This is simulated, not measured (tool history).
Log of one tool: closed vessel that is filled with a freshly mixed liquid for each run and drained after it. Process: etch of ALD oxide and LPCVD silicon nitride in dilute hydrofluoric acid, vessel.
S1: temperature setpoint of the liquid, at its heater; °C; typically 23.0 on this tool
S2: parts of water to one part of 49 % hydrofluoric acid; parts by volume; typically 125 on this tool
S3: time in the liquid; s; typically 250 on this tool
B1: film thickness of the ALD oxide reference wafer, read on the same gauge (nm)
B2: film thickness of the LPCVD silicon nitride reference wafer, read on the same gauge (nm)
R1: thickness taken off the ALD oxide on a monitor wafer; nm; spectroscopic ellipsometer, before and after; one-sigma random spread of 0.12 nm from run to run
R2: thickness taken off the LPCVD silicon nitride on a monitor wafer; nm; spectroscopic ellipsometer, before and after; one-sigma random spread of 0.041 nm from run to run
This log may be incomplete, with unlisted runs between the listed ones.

run 1 hour=0.0 | S1=23.0 S2=125 S3=250 | B1=110.00 B2=139.975 | R1=26.55 R2=1.053
run 2 hour=7.2 | S1=23.0 S2=125 S3=250 | B1=109.98 B2=140.007 | R1=26.56 R2=1.160
run 3 hour=13.4 | S1=23.0 S2=125 S3=250 | B1=110.01 B2=140.016 | R1=26.83 R2=1.087
run 4 hour=27.7 | S1=20.5 S2=125 S3=250 | B1=110.03 B2=140.025 | R1=24.24 R2=0.854
run 5 hour=39.6 | S1=20.5 S2=125 S3=250 | B1=109.98 B2=139.991 | R1=24.09 R2=0.922
run 6 hour=49.0 | S1=20.5 S2=125 S3=250 | B1=109.99 B2=140.040 | R1=24.17 R2=0.873
run 7 hour=66.9 | S1=23.0 S2=125 S3=250 | B1=110.03 B2=139.997 | R1=26.90 R2=1.073
-- hour=80.5 gauge calibrated
run 8 hour=91.7 | S1=23.0 S2=125 S3=250 | B1=110.04 B2=139.975 | R1=27.07 R2=1.169
run 9 hour=98.8 | S1=23.0 S2=125 S3=250 | B1=110.00 B2=139.975 | R1=26.91 R2=1.035
-- hour=120.3 hydrofluoric acid flow meter replaced
run 10 hour=146.9 | S1=23.0 S2=180 S3=250 | B1=110.03 B2=139.957 | R1=15.68 R2=0.641
-- hour=158.8 thermometer replaced
run 11 hour=164.8 | S1=23.0 S2=125 S3=250 | B1=110.01 B2=139.999 | R1=23.97 R2=0.996
run 12 hour=182.3 | S1=23.0 S2=70 S3=380 | B1=109.99 B2=139.970 | R1=70.29 R2=2.885
run 13 hour=194.6 | S1=23.0 S2=125 S3=250 | B1=110.03 B2=139.974 | R1=24.28 R2=0.966
run 14 hour=206.0 | S1=23.0 S2=170 S3=250 | B1=110.00 B2=140.038 | R1=17.01 R2=0.757
-- hour=212.9 gauge calibrated
run 15 hour=240.6 | S1=23.0 S2=85 S3=115 | B1=109.99 B2=140.031 | R1=17.19 R2=0.625
run 16 hour=246.6 | S1=27.5 S2=105 S3=345 | B1=110.01 B2=139.950 | R1=49.03 R2=2.026
run 17 hour=254.7 | S1=25.0 S2=125 S3=315 | B1=109.96 B2=140.004 | R1=33.19 R2=1.405
run 18 hour=267.1 | S1=26.5 S2=90 S3=110 | B1=110.02 B2=140.000 | R1=17.75 R2=0.686

Predict each of these 4 candidate next runs independently; none follows another, all start after run 18:
run A hour=267.8 | S1=26.5 S2=125 S3=250 | B1=? B2=? | R1=? R2=?
run B hour=267.8 | S1=26.0 S2=125 S3=290 | B1=? B2=? | R1=? R2=?
run C hour=267.8 | S1=23.0 S2=70 S3=315 | B1=? B2=? | R1=? R2=?
run D hour=267.8 | S1=20.5 S2=85 S3=295 | B1=? B2=? | R1=? R2=?

run=A B1=110.00 B2=139.950 R1=28.30 R2=1.280
run=B B1=110.00 B2=139.950 R1=32.21 R2=1.438
run=C B1=110.00 B2=139.950 R1=59.35 R2=2.273
run=D B1=110.00 B2=139.950 R1=40.58 R2=1.485
With no hidden state in the tool, these same runs would have given:
run=A R1=27.72 R2=1.257
run=B R1=31.55 R2=1.412
run=C R1=58.21 R2=2.233
run=D R1=39.79 R2=1.460

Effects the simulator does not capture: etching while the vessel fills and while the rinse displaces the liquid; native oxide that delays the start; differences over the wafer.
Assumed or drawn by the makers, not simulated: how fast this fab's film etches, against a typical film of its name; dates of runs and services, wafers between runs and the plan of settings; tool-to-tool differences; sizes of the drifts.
